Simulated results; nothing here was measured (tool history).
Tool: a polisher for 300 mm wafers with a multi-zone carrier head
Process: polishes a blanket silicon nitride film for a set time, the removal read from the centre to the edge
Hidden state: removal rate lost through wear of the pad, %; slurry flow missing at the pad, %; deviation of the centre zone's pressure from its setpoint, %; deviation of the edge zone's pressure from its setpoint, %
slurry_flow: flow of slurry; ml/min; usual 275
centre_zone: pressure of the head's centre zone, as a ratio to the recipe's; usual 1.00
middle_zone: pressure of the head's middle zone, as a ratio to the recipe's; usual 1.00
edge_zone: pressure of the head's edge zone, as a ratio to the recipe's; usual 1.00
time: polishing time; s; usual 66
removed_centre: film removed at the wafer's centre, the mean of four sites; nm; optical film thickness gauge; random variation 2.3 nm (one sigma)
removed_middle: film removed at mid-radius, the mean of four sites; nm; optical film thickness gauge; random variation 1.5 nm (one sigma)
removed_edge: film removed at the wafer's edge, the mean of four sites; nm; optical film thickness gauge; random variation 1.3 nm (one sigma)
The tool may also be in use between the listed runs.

run	hour	slurry_flow	centre_zone	middle_zone	edge_zone	time	wafers since the last listed run	wafers polished on this pad	hours since the slurry nozzle was cleaned	hours since the centre zone pressure was calibrated	hours since the edge zone pressure was calibrated	hours since the carrier head's membrane was replaced	incoming thickness of the incoming film, nm	removed_centre	removed_middle	removed_edge
1	0.0	275	1.00	1.00	1.00	66	0	985	198.5	913.4	965.3	270.9	453.7	133.0	139.6	145.2
2	28.7	275	1.00	1.00	1.00	66	196	1181	227.2	942.1	994.0	299.6	444.6	130.8	136.1	145.1
# hour 35.2: edge zone pressure recalibrated
3	83.5	275	1.00	1.00	0.92	66	361	1543	282.0	996.9	48.3	354.4	451.1	130.6	138.3	139.7
# hour 102.7: slurry nozzle cleaned, repeated, since the last time left the tool worse
4	119.0	275	1.00	1.00	0.92	66	236	1779	16.3	1032.4	83.8	389.9	453.2	152.6	154.3	153.3
# hour 149.6: worn pad replaced by a new one
5	154.2	275	1.00	1.00	0.92	66	213	31	51.5	1067.6	119.0	425.1	459.7	151.1	158.2	155.1
6	208.8	275	1.00	0.92	1.00	79	373	404	106.1	1122.2	173.6	479.7	451.2	179.0	177.5	189.3
7	269.3	355	0.92	1.00	0.89	66	413	818	166.6	1182.7	234.1	540.2	449.6	140.9	158.1	152.4
8	308.1	315	1.00	1.00	0.89	55	265	1084	205.4	1221.5	272.9	579.0	453.7	127.7	128.8	125.5
# hour 374.1: centre zone pressure recalibrated
9	374.6	355	0.92	1.00	0.89	66	441	1525	271.9	0.5	339.4	645.5	443.8	140.7	157.9	151.2
10	415.6	275	1.00	1.00	1.07	66	280	1806	312.9	41.5	380.4	686.5	451.0	149.8	150.9	162.1
# hour 446.5: carrier head's membrane replaced by a new one
11	469.5	275	1.07	1.12	1.00	89	334	2140	366.8	95.4	434.3	23.0	454.6	218.8	222.7	210.5
# hour 482.7: slurry nozzle cleaned
# hour 489.3: worn pad replaced by a new one
12	516.3	275	1.00	0.93	1.00	86	285	184	33.6	142.2	481.1	69.8	455.2	203.2	191.2	208.1
13	579.9	365	1.00	1.00	1.00	83	435	619	97.2	205.8	544.7	133.4	453.8	200.6	201.4	202.8
14	638.3	275	1.00	1.00	1.00	66	399	1019	155.6	264.2	603.1	191.8	456.2	153.4	152.2	159.0
15	680.0	275	0.89	1.00	0.96	66	285	1304	197.3	305.9	644.8	233.5	450.6	132.5	153.8	152.7
16	713.6	240	1.00	1.00	1.00	60	229	1534	230.9	339.5	678.4	267.1	452.3	134.5	136.9	141.5
17	739.7	225	1.00	1.00	1.00	66	178	1713	257.0	365.6	704.5	293.2	453.2	144.0	145.0	152.8
# hour 744.5: worn pad replaced by a new one
18	789.0	275	1.00	0.89	1.00	66	309	304	306.3	414.9	753.8	342.5	458.2	149.3	139.6	156.9
19	829.7	255	1.00	1.00	1.00	66	278	582	347.0	455.6	794.5	383.2	455.1	141.5	151.7	156.5

Forecast run 20:
# hour 854.8: slurry nozzle cleaned
20	861.9	275	1.00	1.00	1.00	51	213	796	7.1	487.8	826.7	415.4	452.3	?	?	?

removed_centre: 118.3 nm
removed_middle: 122.8 nm
removed_edge: 124.5 nm
Without the tool's hidden state the same run would have given removed_centre 118.7 nm, removed_middle 123.1 nm, removed_edge 124.8 nm.

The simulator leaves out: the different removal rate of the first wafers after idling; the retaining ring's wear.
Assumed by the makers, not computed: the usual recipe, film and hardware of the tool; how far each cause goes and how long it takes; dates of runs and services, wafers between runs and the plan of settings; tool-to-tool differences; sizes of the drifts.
